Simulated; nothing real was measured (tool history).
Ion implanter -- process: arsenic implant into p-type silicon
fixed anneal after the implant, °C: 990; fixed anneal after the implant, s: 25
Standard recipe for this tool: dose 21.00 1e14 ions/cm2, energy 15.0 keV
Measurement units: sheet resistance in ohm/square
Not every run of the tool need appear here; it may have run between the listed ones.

run	hour	dose	energy	wafers since the last listed run	hours since the last dose calibration	hours since the extraction supply was calibrated	hours since the gauge calibration	read-back reference wafer on the same gauge, sheet resistance	sheet resistance
1	0.0	21.00	15.0	0	1552.8	4491.6	492.6	90.01	113.16
2	35.6	21.00	15.0	916	1588.4	4527.2	528.2	90.01	113.31
3	107.3	25.57	15.0	1845	1660.1	4598.9	599.9	89.92	110.12
4	145.7	25.57	15.0	988	1698.5	4637.3	638.3	90.01	110.26
5	176.0	21.00	15.0	779	1728.8	4667.6	668.6	90.01	113.32
6	246.4	21.00	15.0	1811	1799.2	4738.0	739.0	89.97	113.29
7	291.1	21.00	15.0	1150	1843.9	4782.7	783.7	90.05	113.09
8	332.1	18.31	15.0	1055	1884.9	4823.7	824.7	90.03	115.75
9	373.9	18.31	15.0	1075	1926.7	4865.5	866.5	89.99	116.18
10	407.4	21.00	15.0	862	1960.2	4899.0	900.0	90.01	113.30
11	450.8	21.00	15.0	1116	2003.6	4942.4	943.4	90.01	113.56
# hour 571.5: Faraday cup replaced and dose calibrated
12	572.0	19.01	15.0	2913	0.5	5063.6	1064.6	90.00	116.19
13	594.0	21.00	15.0	566	22.5	5085.6	1086.6	90.02	113.93
# hour 625.8: gauge calibrated
14	629.8	21.00	15.0	921	58.3	5121.4	4.0	89.97	113.88
15	766.5	26.09	10.5	3518	195.0	5258.1	140.7	89.95	120.37
16	807.1	16.44	15.0	1044	235.6	5298.7	181.3	89.96	119.48
# hour 849.3: extraction supply calibrated
17	849.8	21.00	15.0	893	278.3	0.5	224.0	90.03	114.28
# hour 875.5: Faraday cup replaced and dose calibrated, repeated, since the last time left the tool worse
18	897.0	25.81	19.0	1008	21.5	47.7	271.2	90.02	101.81
19	954.9	16.62	12.5	1490	79.4	105.6	329.1	89.98	123.17
20	985.0	16.98	20.0	774	109.5	135.7	359.2	89.93	106.67
21	1036.5	16.11	11.0	1325	161.0	187.2	410.7	90.07	127.60
22	1137.1	24.96	19.5	2589	261.6	287.8	511.3	90.02	101.48
23	1193.6	18.31	15.0	1454	318.1	344.3	567.8	90.00	115.40
24	1262.7	21.00	19.0	1778	387.2	413.4	636.9	90.01	104.64
25	1297.7	26.60	15.0	900	422.2	448.4	671.9	90.01	109.59
26	1323.5	21.00	15.0	664	448.0	474.2	697.7	90.02	112.90
27	1367.7	15.39	17.0	1137	492.2	518.4	741.9	90.01	115.26
28	1462.5	23.25	19.0	2439	587.0	613.2	836.7	89.96	103.12

Some steps in sheet resistance between neighbouring runs. How much of each would the tool show without its hidden state too (settings, what came in, random variation), and how much is left for the hidden state, with any gauge scatter that isn't in both results?
Unlogged tool condition in this case: deviation of the true dose from the Faraday cup's reading, %; deviation of the true energy from its setpoint, %; gauge reads high (%).
Run 11 -> 12: dose 21.00 -> 19.01, Faraday cup replaced and dose calibrated. sheet resistance +2.63 ohm/square: hidden state +0.72, all else +1.91.
Run 17 -> 18: dose 21.00 -> 25.81, energy 15.0 -> 19.0, Faraday cup replaced and dose calibrated, repeated, since the last time left the tool worse. sheet resistance -12.47 ohm/square: hidden state -1.23, all else -11.24.
Run 18 -> 19: dose 25.81 -> 16.62, energy 19.0 -> 12.5. sheet resistance +21.36 ohm/square: hidden state -0.07, all else +21.43.
Run 21 -> 22: dose 16.11 -> 24.96, energy 11.0 -> 19.5. sheet resistance -26.12 ohm/square: hidden state +0.06, all else -26.18.
